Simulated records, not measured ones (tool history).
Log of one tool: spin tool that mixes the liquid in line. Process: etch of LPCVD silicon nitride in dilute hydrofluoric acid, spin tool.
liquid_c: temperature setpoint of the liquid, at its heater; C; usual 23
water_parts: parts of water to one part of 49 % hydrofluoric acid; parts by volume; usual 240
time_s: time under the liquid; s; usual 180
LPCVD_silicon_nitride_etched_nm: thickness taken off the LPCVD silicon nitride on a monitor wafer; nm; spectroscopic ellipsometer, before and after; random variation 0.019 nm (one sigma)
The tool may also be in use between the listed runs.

run   hour  liquid_c  water_parts  time_s  read-back film thickness of the LPCVD silicon nitride reference wafer, read on the same gauge (nm)  LPCVD_silicon_nitride_etched_nm
  1      0        23          240     180                                                                                             110.002                            0.327
  2   37.8        23          240     180                                                                                             109.977                            0.359
  3  103.3        23          240     180                                                                                             109.992                            0.332
  4  156.8        23          240     180                                                                                             110.007                            0.344
  5  206.6        23          240     180                                                                                             110.011                            0.345
  6  231.5        20          240     180                                                                                             110.011                            0.271
  7    258        20          240     180                                                                                             109.989                            0.273
  8    318        20          240     180                                                                                             110.007                            0.299
  9  352.9      25.5          280     130                                                                                             110.002                            0.237
 10  381.1      26.5          240     110                                                                                                 110                            0.223
 11  448.7        19          210     180                                                                                             110.009                            0.299
 12  503.7        23          240     180                                                                                             110.004                            0.353
 13  540.5        23          240     125                                                                                             110.014                            0.223
 14  592.7        23          200     180                                                                                             109.984                            0.399
 15  634.2      24.5          180     145                                                                                             110.017                            0.346
 16  673.8        23          240     100                                                                                             109.995                            0.178
 17  725.1        23          240     180                                                                                             110.013                            0.353

Not shown: 4 entries that the log had between the listed runs. Between which runs, and how does the tool's hidden state differ before and after?
Between runs 2 and 3: gauge calibrated (hour 99.9)
  no hidden state differs between the two runs
Between runs 7 and 8: thermometer replaced (hour 298.8)
  no hidden state differs between the two runs
Between runs 9 and 10: hydrofluoric acid flow meter replaced (hour 374.9)
  no hidden state differs between the two runs
Between runs 13 and 14: gauge calibrated (hour 578.4)
  no hidden state differs between the two runs

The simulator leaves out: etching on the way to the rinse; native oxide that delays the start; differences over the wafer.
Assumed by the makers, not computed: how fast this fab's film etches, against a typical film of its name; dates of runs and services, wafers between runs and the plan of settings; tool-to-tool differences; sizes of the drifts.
